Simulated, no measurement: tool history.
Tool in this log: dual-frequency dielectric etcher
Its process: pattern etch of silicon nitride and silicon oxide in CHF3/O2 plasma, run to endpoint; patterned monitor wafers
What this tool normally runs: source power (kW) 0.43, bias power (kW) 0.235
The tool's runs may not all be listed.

run   hour  source power (kW)  bias power (kW)  wafers since the last listed run  hours since the last wet clean  hours since the last source power generator calibration  hours since the last bias power generator calibration  hours since the last upper electrode change  incoming incoming film thickness, nm  endpoint time (s)
  1      0               0.46            0.235                                 0                              42                                                   3694.4                                                 1717.5                                       6282.6                                 262.6                168
  2   13.2               0.46            0.235                                91                            55.2                                                   3707.6                                                 1730.7                                       6295.8                                 263.9              167.9
  3   25.8               0.43            0.235                                87                            67.8                                                   3720.2                                                 1743.3                                       6308.4                                 264.6              172.1
  4     41               0.43            0.235                               105                              83                                                   3735.4                                                 1758.5                                       6323.6                                 264.8              173.6
  5   68.5               0.43            0.235                               190                           110.5                                                   3762.9                                                   1786                                       6351.1                                 265.1              174.4
  6   82.6               0.43            0.235                                97                           124.6                                                     3777                                                 1800.1                                       6365.2                                 264.3              173.3
  7  104.4               0.43            0.235                               151                           146.4                                                   3798.8                                                 1821.9                                         6387                                   265                176
  8    125               0.43            0.201                               143                             167                                                   3819.4                                                 1842.5                                       6407.6                                   265              185.4
  9    151               0.43            0.201                               180                             193                                                   3845.4                                                 1868.5                                       6433.6                                 263.9              184.4
 10  179.4               0.49            0.254                               197                           221.4                                                   3873.8                                                 1896.9                                         6462                                   265              162.5
 11  207.8                0.4            0.217                               197                           249.8                                                   3902.2                                                 1925.3                                       6490.4                                 262.3              184.9
 12  226.3               0.43            0.235                               128                           268.3                                                   3920.7                                                 1943.8                                       6508.9                                 265.7              176.8
     252.5  -- source power generator calibrated
 13  256.4               0.43            0.235                               181                           298.4                                                      3.9                                                 1973.9                                         6539                                 267.3              178.6
     284.2  -- bias power generator calibrated
 14  296.5               0.36            0.274                               250                           338.5                                                       44                                                   12.3                                       6579.1                                 262.8              177.5
     336.1  -- upper electrode replaced
     355.9  -- wet clean of the chamber
 15  356.4               0.43            0.235                               111                             0.5                                                    103.9                                                   72.2                                         20.3                                 265.7              172.1
 16  356.8               0.54            0.256                                 2                             0.9                                                    104.3                                                   72.6                                         20.7                                 266.7              153.1
 17  370.5               0.51            0.294                                95                            14.6                                                      118                                                   86.3                                         34.4                                   264              147.6
 18  403.8               0.43            0.235                               231                            47.9                                                    151.3                                                  119.6                                         67.7                                 263.4              172.9
 19  423.8               0.35            0.186                               138                            67.9                                                    171.3                                                  139.6                                         87.7                                 264.8              205.4
 20  457.3               0.53            0.278                               232                           101.4                                                    204.8                                                  173.1                                        121.2                                 266.1              150.3
 21  490.2               0.43            0.188                               228                           134.3                                                    237.7                                                    206                                        154.1                                 263.9              187.8

Branching from run 21: 4 alternative next runs. What would each branch give?
  A  490.7               0.43            0.266                                 3                           134.8                                                    238.2                                                  206.5                                        154.6                                 266.6                  ?
  B  490.7               0.53            0.283                                 3                           134.8                                                    238.2                                                  206.5                                        154.6                                 266.6                  ?
  C  490.7               0.34            0.235                                 3                           134.8                                                    238.2                                                  206.5                                        154.6                                 266.6                  ?
  D  490.7               0.39            0.184                                 3                           134.8                                                    238.2                                                  206.5                                        154.6                                 266.6                  ?

run  endpoint time (s)
  A              167.1
  B                151
  C              191.3
  D              199.5
What these runs would have given with no unlogged condition in the tool:
run  endpoint time (s)
  A                165
  B              149.1
  C              188.9
  D                197
